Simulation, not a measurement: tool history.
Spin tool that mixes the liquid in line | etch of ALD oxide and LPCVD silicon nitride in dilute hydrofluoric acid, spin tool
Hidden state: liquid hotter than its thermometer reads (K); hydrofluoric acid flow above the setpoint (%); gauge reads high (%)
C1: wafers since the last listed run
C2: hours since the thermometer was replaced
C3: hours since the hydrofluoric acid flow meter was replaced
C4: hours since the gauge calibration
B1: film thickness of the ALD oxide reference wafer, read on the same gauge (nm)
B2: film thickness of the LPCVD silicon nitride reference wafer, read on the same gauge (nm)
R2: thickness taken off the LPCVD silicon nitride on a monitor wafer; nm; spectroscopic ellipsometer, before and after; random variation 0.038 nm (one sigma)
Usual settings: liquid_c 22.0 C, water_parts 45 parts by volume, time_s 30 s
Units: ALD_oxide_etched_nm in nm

run 1 hour=0.0 | liquid_c=22.0 water_parts=45 time_s=30 | C1=0 C2=1072.8 C3=2216.9 C4=3105.4 | B1=149.99 B2=119.991 | ALD_oxide_etched_nm=20.71 R2=0.349
run 2 hour=73.6 | liquid_c=22.0 water_parts=45 time_s=30 | C1=1259 C2=1146.4 C3=2290.5 C4=3179.0 | B1=150.01 B2=120.006 | ALD_oxide_etched_nm=20.73 R2=0.363
run 3 hour=109.8 | liquid_c=22.0 water_parts=45 time_s=30 | C1=619 C2=1182.6 C3=2326.7 C4=3215.2 | B1=150.00 B2=120.033 | ALD_oxide_etched_nm=20.60 R2=0.364
-- hour=166.0 gauge calibrated
-- hour=315.6 hydrofluoric acid flow meter replaced
run 4 hour=422.9 | liquid_c=22.0 water_parts=45 time_s=25 | C1=5342 C2=1495.7 C3=107.3 C4=256.9 | B1=150.04 B2=119.987 | ALD_oxide_etched_nm=16.60 R2=0.272
run 5 hour=520.7 | liquid_c=22.0 water_parts=45 time_s=25 | C1=1674 C2=1593.5 C3=205.1 C4=354.7 | B1=149.99 B2=119.989 | ALD_oxide_etched_nm=16.46 R2=0.277
run 6 hour=599.4 | liquid_c=22.0 water_parts=45 time_s=25 | C1=1347 C2=1672.2 C3=283.8 C4=433.4 | B1=150.05 B2=119.978 | ALD_oxide_etched_nm=16.71 R2=0.237
run 7 hour=700.5 | liquid_c=22.0 water_parts=45 time_s=30 | C1=1730 C2=1773.3 C3=384.9 C4=534.5 | B1=150.00 B2=119.983 | ALD_oxide_etched_nm=19.91 R2=0.267
run 8 hour=1024.1 | liquid_c=24.5 water_parts=65 time_s=25 | C1=5539 C2=2096.9 C3=708.5 C4=858.1 | B1=150.02 B2=119.987 | ALD_oxide_etched_nm=12.53 R2=0.196
run 9 hour=1089.3 | liquid_c=25.5 water_parts=30 time_s=20 | C1=1116 C2=2162.1 C3=773.7 C4=923.3 | B1=150.00 B2=119.969 | ALD_oxide_etched_nm=23.73 R2=0.488
-- hour=1133.4 thermometer replaced
run 10 hour=1145.7 | liquid_c=27.0 water_parts=45 time_s=30 | C1=948 C2=12.3 C3=830.1 C4=979.7 | B1=150.00 B2=119.967 | ALD_oxide_etched_nm=24.73 R2=0.386
run 11 hour=1207.7 | liquid_c=22.0 water_parts=45 time_s=30 | C1=1061 C2=74.3 C3=892.1 C4=1041.7 | B1=150.03 B2=120.001 | ALD_oxide_etched_nm=20.11 R2=0.359
run 12 hour=1281.7 | liquid_c=22.0 water_parts=45 time_s=30 | C1=1266 C2=148.3 C3=966.1 C4=1115.7 | B1=150.03 B2=120.012 | ALD_oxide_etched_nm=20.27 R2=0.312
run 13 hour=1333.6 | liquid_c=24.0 water_parts=50 time_s=15 | C1=888 C2=200.2 C3=1018.0 C4=1167.6 | B1=149.98 B2=120.010 | ALD_oxide_etched_nm=9.89 R2=0.134
run 14 hour=1407.8 | liquid_c=18.0 water_parts=35 time_s=30 | C1=1270 C2=274.4 C3=1092.2 C4=1241.8 | B1=150.03 B2=119.969 | ALD_oxide_etched_nm=22.09 R2=0.310
run 15 hour=1511.5 | liquid_c=18.5 water_parts=45 time_s=15 | C1=1775 C2=378.1 C3=1195.9 C4=1345.5 | B1=149.98 B2=120.000 | ALD_oxide_etched_nm=8.76 R2=0.106
run 16 hour=1560.0 | liquid_c=22.0 water_parts=45 time_s=30 | C1=830 C2=426.6 C3=1244.4 C4=1394.0 | B1=150.01 B2=120.019 | ALD_oxide_etched_nm=20.34 R2=0.340
run 17 hour=1657.7 | liquid_c=22.0 water_parts=30 time_s=30 | C1=1672 C2=524.3 C3=1342.1 C4=1491.7 | B1=149.99 B2=120.028 | ALD_oxide_etched_nm=31.24 R2=0.544
run 18 hour=1719.3 | liquid_c=22.0 water_parts=60 time_s=30 | C1=1054 C2=585.9 C3=1403.7 C4=1553.3 | B1=149.99 B2=120.050 | ALD_oxide_etched_nm=15.15 R2=0.210
run 19 hour=1815.5 | liquid_c=22.0 water_parts=35 time_s=30 | C1=1646 C2=682.1 C3=1499.9 C4=1649.5 | B1=150.04 B2=120.057 | ALD_oxide_etched_nm=26.62 R2=0.412
run 20 hour=1875.8 | liquid_c=25.0 water_parts=45 time_s=40 | C1=1032 C2=742.4 C3=1560.2 C4=1709.8 | B1=150.02 B2=119.954 | ALD_oxide_etched_nm=30.85 R2=0.605
run 21 hour=1975.5 | liquid_c=18.0 water_parts=65 time_s=15 | C1=1706 C2=842.1 C3=1659.9 C4=1809.5 | B1=149.98 B2=119.939 | ALD_oxide_etched_nm=5.87 R2=0.083
run 22 hour=2033.0 | liquid_c=19.0 water_parts=45 time_s=25 | C1=984 C2=899.6 C3=1717.4 C4=1867.0 | B1=149.97 B2=120.001 | ALD_oxide_etched_nm=15.00 R2=0.155
run 23 hour=2069.5 | liquid_c=22.0 water_parts=45 time_s=30 | C1=624 C2=936.1 C3=1753.9 C4=1903.5 | B1=150.03 B2=120.016 | ALD_oxide_etched_nm=20.59 R2=0.384
run 24 hour=2159.7 | liquid_c=22.0 water_parts=45 time_s=30 | C1=1543 C2=1026.3 C3=1844.1 C4=1993.7 | B1=149.99 B2=119.983 | ALD_oxide_etched_nm=20.64 R2=0.359
run 25 hour=2214.2 | liquid_c=22.0 water_parts=45 time_s=40 | C1=932 C2=1080.8 C3=1898.6 C4=2048.2 | B1=150.04 B2=120.042 | ALD_oxide_etched_nm=27.55 R2=0.410

What the log doesn't show, run by run:
liquid hotter than its thermometer reads (K): 0 in every run
gauge reads high (%): 0 in every run
H1: hydrofluoric acid flow above the setpoint (%)
run=1 H1=5.98
run=2 H1=6.16
run=3 H1=6.24
run=4 H1=1.18
run=5 H1=1.42
run=6 H1=1.61
run=7 H1=1.85
run=8 H1=2.62
run=9 H1=2.78
run=10 H1=2.91
run=11 H1=3.06
run=12 H1=3.24
run=13 H1=3.36
run=14 H1=3.54
run=15 H1=3.79
run=16 H1=3.9
run=17 H1=4.14
run=18 H1=4.28
run=19 H1=4.51
run=20 H1=4.66
run=21 H1=4.9
run=22 H1=5.03
run=23 H1=5.12
run=24 H1=5.34
run=25 H1=5.47
